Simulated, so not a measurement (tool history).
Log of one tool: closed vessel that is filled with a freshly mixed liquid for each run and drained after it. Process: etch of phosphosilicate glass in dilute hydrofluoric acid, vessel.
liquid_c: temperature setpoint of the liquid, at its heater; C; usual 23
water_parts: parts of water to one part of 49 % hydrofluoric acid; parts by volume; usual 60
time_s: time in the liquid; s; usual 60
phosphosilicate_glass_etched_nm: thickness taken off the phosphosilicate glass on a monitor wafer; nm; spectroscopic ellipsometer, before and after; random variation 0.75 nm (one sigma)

run	hour	liquid_c	water_parts	time_s	wafers since the last listed run	hours since the thermometer was replaced	hours since the hydrofluoric acid flow meter was replaced	hours since the gauge calibration	read-back film thickness of the phosphosilicate glass reference wafer, read on the same gauge (nm)	phosphosilicate_glass_etched_nm
1	0	23	60	60	0	1866.6	1579.8	346.6	70.39	94.72
2	32.2	23	60	60	4057	1898.8	1612	378.8	70.47	96.29
3	52.5	23	60	60	2557	1919.1	1632.3	399.1	70.55	95.07
4	82.6	24.5	60	60	3792	1949.2	1662.4	429.2	70.62	102.22
5	101.2	23	60	60	2343	1967.8	1681	447.8	70.7	95.21
6	126.6	23	60	60	3200	1993.2	1706.4	473.2	70.76	94.85
7	161.5	23	60	60	4397	2028.1	1741.3	508.1	70.88	97.63
8	173.5	23	60	60	1512	2040.1	1753.3	520.1	70.95	95.71
9	190.1	23	60	60	2091	2056.7	1769.9	536.7	71.02	95.37
10	203.4	23	60	75	1675	2070	1783.2	550	71.07	121.06
11	225.5	23	60	75	2784	2092.1	1805.3	572.1	71.18	122.68
12	258.8	23	60	50	4196	2125.4	1838.6	605.4	71.32	80.4
# hour 285.9: thermometer replaced
13	287.3	23	60	50	3465	1.4	1867.1	633.9	71.43	80.08
14	308	23	60	85	2608	22.1	1887.8	654.6	71.52	137.55
15	327.4	23	60	50	2444	41.5	1907.2	674	71.62	82.34

The next listed run, before its measurement:
# hour 360.5: gauge calibrated
16	381.4	23	60	60	6804	95.5	1961.2	20.9	?	?

read-back film thickness of the phosphosilicate glass reference wafer, read on the same gauge (nm): 69.91
phosphosilicate_glass_etched_nm: 95.57 nm
Without the tool's hidden state the same run would have given phosphosilicate_glass_etched_nm 95.72 nm.
